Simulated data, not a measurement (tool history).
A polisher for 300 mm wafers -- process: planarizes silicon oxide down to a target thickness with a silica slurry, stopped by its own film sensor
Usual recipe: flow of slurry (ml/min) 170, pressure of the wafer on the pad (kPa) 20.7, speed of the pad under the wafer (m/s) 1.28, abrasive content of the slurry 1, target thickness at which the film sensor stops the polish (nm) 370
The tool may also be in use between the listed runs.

run	day	flow of slurry (ml/min)	pressure of the wafer on the pad (kPa)	speed of the pad under the wafer (m/s)	abrasive content of the slurry	target thickness at which the film sensor stops the polish (nm)	wafers since the last listed run	wafers polished on this pad	hours since the slurry nozzle was cleaned	hours since the head pressure was calibrated	hours since the slurry blender was calibrated	hours since the conditioning disc was replaced	incoming thickness of the incoming film, nm	time until the film sensor stopped the polish (s)
1	0	200	20.7	1.28	1	370	0	615	355.3	1205.9	225.7	602.4	681.6	168.1
2	0.262	200	20.7	1.28	1	370	34	650	361.6	1212.2	232	608.7	678.8	169.3
3	0.675	170	20.7	1.28	1	370	53	704	371.5	1222.1	241.9	618.6	681.7	171.6
# day 1.079: slurry blender recalibrated
4	1.1	170	24.8	1.12	1	370	44	748	381.7	1232.3	0.5	628.8	683.9	164
5	1.767	170	24.8	1.12	1	370	87	836	397.7	1248.3	16.5	644.8	686.2	163.7
6	2.162	170	20.7	1.28	1	370	51	887	407.2	1257.8	26	654.3	676	170.1
7	2.562	170	20.7	1.28	1	370	52	940	416.8	1267.4	35.6	663.9	692	176.3
# day 2.783: conditioning disc replaced and pad reconditioned
# day 2.975: head pressure recalibrated
8	2.996	170	20.7	1.28	1	370	34	975	427.2	0.5	46	5.1	682	170.9
9	3.362	210	15.9	1.28	1.25	440	47	1023	436	9.3	54.8	13.9	673.2	132.7
10	3.946	170	20.7	1.28	0.85	434	76	1099	450	23.3	68.8	27.9	677.1	148.7
11	4.267	170	25.5	1.1	1	370	41	1141	457.7	31	76.5	35.6	692.8	169.5
# day 4.796: worn pad replaced by a new one
12	4.954	170	20.7	1.62	1	370	68	20	474.2	47.5	93	52.1	678.4	158.2
13	5.438	170	18.6	0.96	1.1	421	63	83	485.8	59.1	104.6	63.7	680.7	182.9

Estimate the outcome of run 14 from the log above:
14	5.733	170	16.5	1.28	1	443	38	122	492.9	66.2	111.7	70.8	681.3	?

{"run 14": {"time until the film sensor stopped the polish (s)": 164.9}}
Without the tool's hidden state the same run would have given time until the film sensor stopped the polish (s) 139.2.
